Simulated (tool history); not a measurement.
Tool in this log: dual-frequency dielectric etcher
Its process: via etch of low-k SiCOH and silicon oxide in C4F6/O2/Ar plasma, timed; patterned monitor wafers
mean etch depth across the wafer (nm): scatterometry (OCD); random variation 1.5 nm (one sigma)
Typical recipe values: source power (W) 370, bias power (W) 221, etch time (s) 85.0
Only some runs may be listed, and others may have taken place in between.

run,day,source power (W),bias power (W),etch time (s),"read-back reference wafer on the same gauge, depth_nm",mean etch depth across the wafer (nm)
1,0.000,330,221,102.0,303.4,281.2
2,3.833,370,250,85.0,303.1,257.7
# day 8.246: wet clean of the chamber
3,8.267,370,204,85.0,302.7,250.4
4,9.954,410,221,85.0,302.9,265.9
5,13.600,410,221,85.0,302.9,264.5
6,17.750,370,221,85.0,303.0,251.4
7,20.383,370,253,85.0,303.1,262.6
8,22.496,370,253,85.0,303.4,261.3
9,26.862,370,253,85.0,303.7,257.3
# day 28.417: gauge calibrated
10,30.238,370,221,94.5,302.9,271.4
# day 33.917: bias power generator calibrated
# day 34.554: wet clean of the chamber
11,34.575,370,221,94.5,303.0,282.5
12,36.604,450,221,85.0,302.9,275.9
13,39.258,430,275,70.5,302.9,243.6
# day 43.879: upper electrode replaced
14,43.900,370,221,85.0,302.8,250.6
15,46.229,350,261,76.0,302.4,231.7
16,49.262,330,221,102.0,303.0,281.0
17,51.671,370,221,71.0,303.1,202.2
# day 53.250: source power generator calibrated
18,54.808,420,265,85.0,302.4,273.9
# day 56.042: wet clean of the chamber
19,56.792,400,185,77.0,302.9,223.8
20,60.662,370,221,85.0,303.3,252.0
21,63.250,450,237,85.0,302.9,280.5
22,67.271,410,265,76.5,302.6,251.6
23,70.717,330,257,65.0,302.7,190.2

Consider 4 possible next runs. They are alternatives, not a sequence: every one starts from the tool as it was left by run 23. What does each give?
A,70.733,370,221,105.5,?,?
B,70.733,310,180,85.0,?,?
C,70.733,320,248,70.5,?,?
D,70.733,370,200,94.5,?,?

run,"read-back reference wafer on the same gauge, depth_nm",mean etch depth across the wafer (nm)
A,303.2,301.2
B,303.2,207.1
C,303.2,196.4
D,303.2,260.1
Take away the tool's hidden state, keep each run's random variation, and the runs would have read:
run,mean etch depth across the wafer (nm)
A,310.2
B,213.2
C,202.2
D,267.9
